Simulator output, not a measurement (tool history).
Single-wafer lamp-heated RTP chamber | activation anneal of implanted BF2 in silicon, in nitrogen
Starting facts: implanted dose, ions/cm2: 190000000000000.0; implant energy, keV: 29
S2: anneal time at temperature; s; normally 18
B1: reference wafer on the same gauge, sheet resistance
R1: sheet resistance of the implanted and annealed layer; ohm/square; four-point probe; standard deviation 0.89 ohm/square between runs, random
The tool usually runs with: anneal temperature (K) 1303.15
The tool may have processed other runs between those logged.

run 1 hour=0.0 | anneal_temperature_(K)=1303.15 S2=18 | B1=518.37 | R1=601.44
run 2 hour=36.7 | anneal_temperature_(K)=1303.15 S2=18 | B1=519.49 | R1=602.10
-- hour=58.8 reflector plate cleaned
run 3 hour=79.3 | anneal_temperature_(K)=1303.15 S2=24 | B1=520.43 | R1=598.48
-- hour=117.0 gauge calibrated
run 4 hour=118.5 | anneal_temperature_(K)=1303.15 S2=24 | B1=513.73 | R1=592.84
-- hour=185.3 pyrometer window cleaned and pyrometer calibrated
run 5 hour=189.2 | anneal_temperature_(K)=1303.15 S2=18 | B1=514.05 | R1=595.68
run 6 hour=217.4 | anneal_temperature_(K)=1303.15 S2=18 | B1=514.11 | R1=595.60
-- hour=245.1 reflector plate cleaned
run 7 hour=281.2 | anneal_temperature_(K)=1303.15 S2=18 | B1=514.31 | R1=596.75
run 8 hour=310.2 | anneal_temperature_(K)=1323.15 S2=18 | B1=514.72 | R1=594.52
run 9 hour=373.8 | anneal_temperature_(K)=1303.15 S2=14 | B1=515.31 | R1=597.60
run 10 hour=406.7 | anneal_temperature_(K)=1282.15 S2=28 | B1=515.64 | R1=597.15
-- hour=424.4 reflector plate cleaned
-- hour=451.2 pyrometer window cleaned and pyrometer calibrated
run 11 hour=476.3 | anneal_temperature_(K)=1303.15 S2=18 | B1=516.07 | R1=597.81
run 12 hour=500.9 | anneal_temperature_(K)=1311.15 S2=8 | B1=516.83 | R1=602.38
run 13 hour=563.9 | anneal_temperature_(K)=1303.15 S2=18 | B1=517.76 | R1=599.72
run 14 hour=610.4 | anneal_temperature_(K)=1285.15 S2=27 | B1=518.71 | R1=600.90
-- hour=644.0 gauge calibrated
-- hour=662.1 reflector plate cleaned
run 15 hour=680.4 | anneal_temperature_(K)=1316.15 S2=21 | B1=513.80 | R1=592.49
run 16 hour=705.6 | anneal_temperature_(K)=1303.15 S2=10 | B1=513.98 | R1=599.06
-- hour=741.4 pyrometer window cleaned and pyrometer calibrated
run 17 hour=741.9 | anneal_temperature_(K)=1288.15 S2=15 | B1=514.26 | R1=597.83
run 18 hour=809.1 | anneal_temperature_(K)=1303.15 S2=21 | B1=514.24 | R1=594.65
run 19 hour=860.5 | anneal_temperature_(K)=1303.15 S2=18 | B1=514.97 | R1=595.92

Selected run-to-run steps in R1, each split into two signed amounts: the part the tool would show with no hidden state at all (from settings, incoming material and random variation), and the remainder, which goes to the hidden state together with any gauge scatter not common to the measured and the hidden-state-free results:
Unlogged tool condition in this case: true wafer temperature minus pyrometer reading, K; wafer temperature error from the tarnished reflector plate, K; gauge reads high (%).
Run 3 -> 4: gauge calibrated. R1 -5.64 ohm/square: hidden state -7.44, all else +1.80.
Run 14 -> 15: anneal temperature (K) 1285.15 -> 1316.15, S2 27 -> 21, gauge calibrated, reflector plate cleaned. R1 -8.41 ohm/square: hidden state -5.41, all else -3.00.
